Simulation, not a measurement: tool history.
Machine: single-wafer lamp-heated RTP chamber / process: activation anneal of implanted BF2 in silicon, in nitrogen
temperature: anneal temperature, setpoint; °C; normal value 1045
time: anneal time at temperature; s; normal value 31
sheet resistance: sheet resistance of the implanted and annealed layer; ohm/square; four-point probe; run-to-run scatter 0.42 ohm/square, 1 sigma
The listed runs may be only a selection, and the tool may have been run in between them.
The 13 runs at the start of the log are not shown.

| run | hour | temperature | time | read-back reference wafer on the same gauge, sheet resistance | sheet resistance |
|---|---|---|---|---|---|
|  | 172.9 | gauge calibrated |
| 14 | 180.4 | 1045 | 26 | 201.99 | 187.13 |
| 15 | 190.8 | 1045 | 31 | 201.94 | 185.26 |
| 16 | 200 | 1045 | 31 | 201.85 | 185.82 |
| 17 | 214.6 | 1045 | 31 | 202.25 | 185.38 |
|  | 241.2 | reflector plate cleaned, repeated, since the last time left the tool worse |
|  | 250.7 | pyrometer window cleaned and pyrometer calibrated |
| 18 | 258.7 | 1045 | 31 | 201.95 | 187.52 |
| 19 | 269.3 | 1066 | 31 | 201.96 | 183.46 |
| 20 | 284.4 | 1057 | 36 | 202.18 | 184.14 |
| 21 | 298.3 | 1067 | 45 | 201.87 | 179.09 |
| 22 | 333.4 | 1045 | 44 | 202.01 | 184.31 |
| 23 | 340.3 | 1045 | 38 | 202.07 | 185.72 |
| 24 | 348.4 | 1024 | 31 | 202.01 | 195.51 |
| 25 | 360.3 | 1030 | 31 | 201.91 | 192.54 |
| 26 | 369.3 | 1045 | 49 | 201.77 | 184.31 |
|  | 381.5 | pyrometer window cleaned and pyrometer calibrated |
| 27 | 386.5 | 1063 | 31 | 202.13 | 183.64 |
| 28 | 396.7 | 1061 | 31 | 202.01 | 183.02 |
| 29 | 414.4 | 1071 | 24 | 201.88 | 183.46 |
| 30 | 427.8 | 1064 | 23 | 202.15 | 186.17 |
| 31 | 435.3 | 1054 | 18 | 202.01 | 190.38 |
| 32 | 452.8 | 1045 | 31 | 202.08 | 187.51 |
| 33 | 461.3 | 1045 | 31 | 202.05 | 188.36 |
| 34 | 468.3 | 1067 | 45 | 201.93 | 179.4 |
| 35 | 519.4 | 1045 | 31 | 201.92 | 187.07 |
| 36 | 526.6 | 1045 | 44 | 201.97 | 184.27 |
|  | 546.2 | pyrometer window cleaned and pyrometer calibrated |
| 37 | 546.7 | 1035 | 49 | 201.86 | 186.16 |
| 38 | 556.5 | 1021 | 31 | 202.07 | 196.03 |

Branching from run 38: 3 alternative next runs. What would each branch give?
| A | 556.9 | 1016 | 31 | ? | ? |
| B | 556.9 | 1057 | 48 | ? | ? |
| C | 556.9 | 1053 | 31 | ? | ? |

| run | read-back reference wafer on the same gauge, sheet resistance | sheet resistance |
|---|---|---|
| A | 201.94 | 198.44 |
| B | 201.94 | 180.58 |
| C | 201.94 | 185.48 |
With no hidden state in the tool, these same runs would have given:
| run | sheet resistance |
|---|---|
| A | 200.55 |
| B | 181.47 |
| C | 186.55 |

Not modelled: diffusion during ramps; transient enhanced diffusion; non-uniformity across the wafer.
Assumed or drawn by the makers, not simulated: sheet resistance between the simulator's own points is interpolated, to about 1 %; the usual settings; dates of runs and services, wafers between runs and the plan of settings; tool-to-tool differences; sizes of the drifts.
